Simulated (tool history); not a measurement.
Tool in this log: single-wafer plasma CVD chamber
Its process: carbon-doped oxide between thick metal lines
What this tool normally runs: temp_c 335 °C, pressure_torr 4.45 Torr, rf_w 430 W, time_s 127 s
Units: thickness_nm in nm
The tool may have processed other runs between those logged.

| run | hour | temp_c | pressure_torr | rf_w | time_s | read-back reference wafer on the same gauge, thickness_nm | thickness_nm |
|---|---|---|---|---|---|---|---|
| 1 | 0 | 335 | 4.45 | 410 | 127 | 575.049 | 591.3 |
| 2 | 15.1 | 335 | 4.45 | 410 | 127 | 575.218 | 589.327 |
| 3 | 50.3 | 335 | 4.45 | 430 | 127 | 575.03 | 609.761 |
| 4 | 75.4 | 335 | 4.45 | 430 | 127 | 574.663 | 611.112 |
| 5 | 96.2 | 335 | 4.45 | 455 | 127 | 574.89 | 636.125 |
| 6 | 117 | 335 | 4.45 | 455 | 127 | 575.136 | 635.058 |
| 7 | 143.8 | 335 | 4.45 | 455 | 127 | 575.305 | 634.949 |
| 8 | 162.8 | 335 | 4.45 | 430 | 127 | 574.976 | 609.384 |
| 9 | 187.3 | 335 | 4.45 | 430 | 127 | 574.85 | 608.915 |
| 10 | 207.8 | 335 | 4.45 | 430 | 139 | 574.716 | 665.783 |
|  | 233.5 | RF generator calibrated |
| 11 | 307.9 | 335 | 4.45 | 400 | 127 | 574.89 | 591.475 |
| 12 | 330.2 | 335 | 4.45 | 430 | 144 | 575.433 | 704.025 |
|  | 338.2 | gauge calibrated |
| 13 | 345.4 | 335 | 4.45 | 430 | 146 | 574.837 | 715.487 |
|  | 357.1 | showerhead replaced |
| 14 | 357.9 | 335 | 4.45 | 430 | 127 | 574.983 | 622.439 |
|  | 385.9 | thermocouple changed; heater temperature recalibrated |
| 15 | 386.2 | 343 | 4.13 | 455 | 115 | 574.792 | 577.646 |
| 16 | 419.7 | 335 | 4.45 | 430 | 127 | 575.01 | 631.898 |
|  | 446 | capacitance manometer re-zeroed and calibrated |
| 17 | 447.7 | 322 | 4.83 | 405 | 145 | 575.142 | 723.572 |
| 18 | 463.3 | 345 | 3.74 | 430 | 127 | 575.191 | 598.633 |
| 19 | 477.8 | 335 | 4.78 | 360 | 118 | 575.146 | 515.245 |
| 20 | 506.4 | 348 | 3.55 | 430 | 135 | 574.719 | 629.494 |
| 21 | 527.5 | 335 | 4.45 | 475 | 127 | 574.816 | 675.495 |
| 22 | 549.5 | 335 | 4.45 | 370 | 127 | 574.906 | 560.302 |
| 23 | 574.2 | 335 | 4.45 | 430 | 127 | 575 | 627.987 |
| 24 | 596.5 | 335 | 4.45 | 430 | 127 | 574.803 | 629.053 |
| 25 | 630.9 | 335 | 4.45 | 500 | 111 | 575.058 | 608.795 |

For some of the steps in thickness_nm from one run to the next: how much would appear even if the tool had no hidden state, given the settings, what came in and random variation, and how much remains for the hidden state plus any gauge scatter that the measured result and the result without hidden state don't share?
Hidden conditions of the tool in this case: wafer temperature above the value expected at the setpoint (K); delivered RF power above the setpoint (%); true pressure above the setpoint (%); gauge reads high (%).
Run 10 -> 11: rf_w 430 -> 400, time_s 139 -> 127, RF generator calibrated. thickness_nm -74.308 nm: hidden state +16.895, all else -91.203.
Run 14 -> 15: temp_c 335 -> 343, pressure_torr 4.45 -> 4.13, rf_w 430 -> 455, time_s 127 -> 115, thermocouple changed; heater temperature recalibrated. thickness_nm -44.793 nm: hidden state +10.68, all else -55.473.
Run 17 -> 18: temp_c 322 -> 345, pressure_torr 4.83 -> 3.74, rf_w 405 -> 430, time_s 145 -> 127. thickness_nm -124.939 nm: hidden state +1.294, all else -126.233.
Run 21 -> 22: rf_w 475 -> 370. thickness_nm -115.193 nm: hidden state -0.017, all else -115.176.
